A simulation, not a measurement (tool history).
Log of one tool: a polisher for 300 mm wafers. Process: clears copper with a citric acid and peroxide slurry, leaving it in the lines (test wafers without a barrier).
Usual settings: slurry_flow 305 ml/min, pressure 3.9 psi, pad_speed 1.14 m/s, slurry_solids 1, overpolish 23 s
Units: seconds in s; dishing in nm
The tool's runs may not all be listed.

| run | hour | slurry_flow | pressure | pad_speed | slurry_solids | overpolish | incoming thickness of the incoming film, nm | seconds | dishing |
|---|---|---|---|---|---|---|---|---|---|
| 1 | 0 | 305 | 3.9 | 0.82 | 1 | 31 | 275.5 | 109.2 | 63.3 |
|  | 5.2 | slurry blender recalibrated |
| 2 | 32.2 | 305 | 3.9 | 0.82 | 1 | 31 | 271.4 | 94.7 | 64.1 |
|  | 50.7 | worn pad replaced by a new one |
| 3 | 51.2 | 305 | 3.9 | 0.82 | 1 | 31 | 274.7 | 100.1 | 61.4 |
| 4 | 62.4 | 305 | 3.9 | 1.14 | 1 | 23 | 275.4 | 87.5 | 58.1 |
| 5 | 77.8 | 305 | 3.9 | 1.14 | 1 | 23 | 271.8 | 88.1 | 57.9 |
| 6 | 93.3 | 305 | 3.9 | 1.14 | 1 | 23 | 273.1 | 87.9 | 56.5 |
| 7 | 101.5 | 305 | 3.9 | 1.14 | 1 | 23 | 279.8 | 86.5 | 55.7 |
|  | 105.1 | slurry blender recalibrated |
| 8 | 115 | 305 | 4.5 | 1.14 | 1 | 19 | 277 | 70.6 | 56.2 |
| 9 | 127.9 | 355 | 3.9 | 1.44 | 1 | 14 | 279.6 | 72.6 | 43.1 |
| 10 | 152.8 | 255 | 3.9 | 0.88 | 0.9 | 23 | 274.3 | 102.2 | 49.6 |
| 11 | 168.6 | 305 | 3.2 | 0.78 | 1 | 17 | 280.1 | 129.3 | 29.5 |
| 12 | 185.5 | 395 | 3.9 | 1.14 | 1 | 23 | 276 | 85.5 | 55.8 |
|  | 205.2 | slurry nozzle cleaned |
| 13 | 212.6 | 365 | 3.9 | 1.14 | 1 | 16 | 273.8 | 88.2 | 41.1 |
| 14 | 218.9 | 305 | 4.7 | 0.82 | 1 | 23 | 275.2 | 90.3 | 57.2 |
| 15 | 226.5 | 305 | 4.6 | 1.14 | 1 | 36 | 275.4 | 74.9 | 96 |
|  | 233.6 | slurry blender recalibrated |
| 16 | 234.1 | 305 | 3.5 | 0.94 | 1 | 23 | 276 | 95.8 | 51.7 |
|  | 237.1 | head pressure recalibrated |
| 17 | 246.5 | 380 | 3 | 0.82 | 1 | 23 | 274.5 | 127.6 | 40.6 |
| 18 | 261.9 | 205 | 3.9 | 0.9 | 0.9 | 30 | 269.3 | 94.3 | 64.4 |
| 19 | 275.6 | 305 | 3.3 | 1.14 | 1 | 23 | 273.3 | 97.2 | 51 |
|  | 288.1 | worn pad replaced by a new one |
| 20 | 290.7 | 305 | 3.9 | 1.14 | 1 | 23 | 274.9 | 88.3 | 58.8 |
| 21 | 302.8 | 305 | 3.3 | 1.14 | 1 | 23 | 270.3 | 97.9 | 49.8 |
| 22 | 309.5 | 305 | 3.9 | 1.14 | 1 | 23 | 277.5 | 90 | 59.3 |
| 23 | 327.5 | 235 | 4.4 | 1.14 | 0.75 | 23 | 274.6 | 85.9 | 60.9 |
|  | 335.3 | slurry blender recalibrated |
| 24 | 336.7 | 305 | 3.9 | 1.14 | 1 | 23 | 274 | 79.1 | 60.1 |
| 25 | 346.2 | 205 | 2.9 | 1.32 | 1 | 12 | 279.1 | 101.2 | 26.9 |
| 26 | 359.8 | 395 | 3.9 | 1.14 | 1 | 17 | 272 | 81.9 | 45.6 |
| 27 | 369.8 | 265 | 3.5 | 1.14 | 1 | 23 | 277.8 | 93.6 | 51.2 |

Measured less the same run without the tool's hidden state. The same run-to-run variation is in both; the gauge's scatter may not be:
The hidden state here: removal rate lost through wear of the pad, %; slurry flow missing at the pad, %; deviation of the head's pressure from its setpoint, %; abrasive missing from the slurry, %.
| run | seconds | dishing |
|---|---|---|
| 1 | +10.4 | -5.5 |
| 2 | +4.4 | -2.6 |
| 3 | +6.6 | -3.6 |
| 4 | +6.4 | -3.8 |
| 5 | +7.3 | -4.3 |
| 6 | +7.7 | -4.6 |
| 7 | +7.7 | -4.6 |
| 8 | +2.2 | -1.5 |
| 9 | +3.7 | -2 |
| 10 | +7.9 | -3.6 |
| 11 | +11.4 | -2.6 |
| 12 | +8.2 | -5 |
| 13 | +9.2 | -4.2 |
| 14 | +9.5 | -5.7 |
| 15 | +8 | -8.3 |
| 16 | +0.2 | -0.1 |
| 17 | +3.1 | -0.9 |
| 18 | +4.3 | -2.6 |
| 19 | +5.8 | -2.8 |
| 20 | +6.3 | -3.8 |
| 21 | +7.6 | -3.6 |
| 22 | +7.3 | -4.4 |
| 23 | +7.1 | -4.7 |
| 24 | +0.7 | -0.4 |
| 25 | +2.7 | -0.7 |
| 26 | +3.9 | -1.9 |
| 27 | +5.5 | -2.8 |
